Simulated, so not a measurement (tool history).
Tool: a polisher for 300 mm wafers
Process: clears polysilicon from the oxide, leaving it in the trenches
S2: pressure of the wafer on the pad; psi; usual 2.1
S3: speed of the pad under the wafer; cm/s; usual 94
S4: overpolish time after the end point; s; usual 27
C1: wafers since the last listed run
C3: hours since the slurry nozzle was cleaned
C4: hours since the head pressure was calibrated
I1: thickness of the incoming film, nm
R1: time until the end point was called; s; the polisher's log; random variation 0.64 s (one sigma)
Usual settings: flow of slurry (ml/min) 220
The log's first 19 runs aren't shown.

run 20 hour=286.9 | flow_of_slurry_(ml/min)=220 S2=1.4 S3=122 S4=15 | C1=64 wafers_polished_on_this_pad=210 C3=143.8 C4=136.2 | I1=488.8 | R1=69.2
run 21 hour=303.7 | flow_of_slurry_(ml/min)=270 S2=2.1 S3=82 S4=27 | C1=130 wafers_polished_on_this_pad=341 C3=160.6 C4=153 | I1=488.5 | R1=65.2
run 22 hour=318.6 | flow_of_slurry_(ml/min)=155 S2=2.1 S3=80 S4=38 | C1=115 wafers_polished_on_this_pad=457 C3=175.5 C4=167.9 | I1=489.9 | R1=72.6
run 23 hour=331.2 | flow_of_slurry_(ml/min)=220 S2=2.1 S3=94 S4=27 | C1=98 wafers_polished_on_this_pad=555 C3=188.1 C4=180.5 | I1=487.9 | R1=59.6
run 24 hour=362 | flow_of_slurry_(ml/min)=220 S2=1.4 S3=102 S4=15 | C1=239 wafers_polished_on_this_pad=794 C3=218.9 C4=211.3 | I1=487.8 | R1=83.1
-- hour=372.4 worn pad replaced by a new one
run 25 hour=393.9 | flow_of_slurry_(ml/min)=290 S2=2.1 S3=112 S4=27 | C1=217 wafers_polished_on_this_pad=167 C3=250.8 C4=243.2 | I1=498.2 | R1=49.9
run 26 hour=408.5 | flow_of_slurry_(ml/min)=220 S2=2.1 S3=94 S4=27 | C1=113 wafers_polished_on_this_pad=280 C3=265.4 C4=257.8 | I1=497.8 | R1=61
run 27 hour=415.5 | flow_of_slurry_(ml/min)=220 S2=2.1 S3=94 S4=27 | C1=54 wafers_polished_on_this_pad=335 C3=272.4 C4=264.8 | I1=497.2 | R1=60.3
run 28 hour=433 | flow_of_slurry_(ml/min)=220 S2=1.9 S3=72 S4=13 | C1=136 wafers_polished_on_this_pad=471 C3=289.9 C4=282.3 | I1=486.3 | R1=82.7
run 29 hour=448 | flow_of_slurry_(ml/min)=220 S2=2.1 S3=68 S4=27 | C1=116 wafers_polished_on_this_pad=588 C3=304.9 C4=297.3 | I1=492.3 | R1=81.9
run 30 hour=458.9 | flow_of_slurry_(ml/min)=220 S2=2.1 S3=112 S4=27 | C1=84 wafers_polished_on_this_pad=672 C3=315.8 C4=308.2 | I1=481.1 | R1=50.9
run 31 hour=467.6 | flow_of_slurry_(ml/min)=165 S2=2.4 S3=64 S4=27 | C1=67 wafers_polished_on_this_pad=740 C3=324.5 C4=316.9 | I1=491.1 | R1=76.5
run 32 hour=477.9 | flow_of_slurry_(ml/min)=220 S2=2.1 S3=94 S4=27 | C1=80 wafers_polished_on_this_pad=820 C3=334.8 C4=327.2 | I1=490.3 | R1=62.6
-- hour=483.2 worn pad replaced by a new one
run 33 hour=486.3 | flow_of_slurry_(ml/min)=170 S2=2.7 S3=102 S4=42 | C1=34 wafers_polished_on_this_pad=23 C3=343.2 C4=335.6 | I1=493.3 | R1=41.3
run 34 hour=498.1 | flow_of_slurry_(ml/min)=220 S2=2.1 S3=94 S4=27 | C1=91 wafers_polished_on_this_pad=115 C3=355 C4=347.4 | I1=493.5 | R1=56.9
run 35 hour=511.5 | flow_of_slurry_(ml/min)=220 S2=1.5 S3=94 S4=27 | C1=104 wafers_polished_on_this_pad=220 C3=368.4 C4=360.8 | I1=484.5 | R1=78.3

Forecast each of these 4 alternatives for the next run:
run A hour=511.9 | flow_of_slurry_(ml/min)=220 S2=1.9 S3=94 S4=27 | C1=3 wafers_polished_on_this_pad=223 C3=368.8 C4=361.2 | I1=487.1 | R1=?
run B hour=511.9 | flow_of_slurry_(ml/min)=160 S2=1.7 S3=106 S4=12 | C1=3 wafers_polished_on_this_pad=223 C3=368.8 C4=361.2 | I1=487.1 | R1=?
run C hour=511.9 | flow_of_slurry_(ml/min)=220 S2=2.1 S3=94 S4=14 | C1=3 wafers_polished_on_this_pad=223 C3=368.8 C4=361.2 | I1=487.1 | R1=?
run D hour=511.9 | flow_of_slurry_(ml/min)=190 S2=2.7 S3=122 S4=23 | C1=3 wafers_polished_on_this_pad=223 C3=368.8 C4=361.2 | I1=487.1 | R1=?

run=A R1=63.4
run=B R1=66.1
run=C R1=57.4
run=D R1=35.9
Without the tool's hidden state the same runs would have given:
run=A R1=60.1
run=B R1=62.7
run=C R1=54.4
run=D R1=34

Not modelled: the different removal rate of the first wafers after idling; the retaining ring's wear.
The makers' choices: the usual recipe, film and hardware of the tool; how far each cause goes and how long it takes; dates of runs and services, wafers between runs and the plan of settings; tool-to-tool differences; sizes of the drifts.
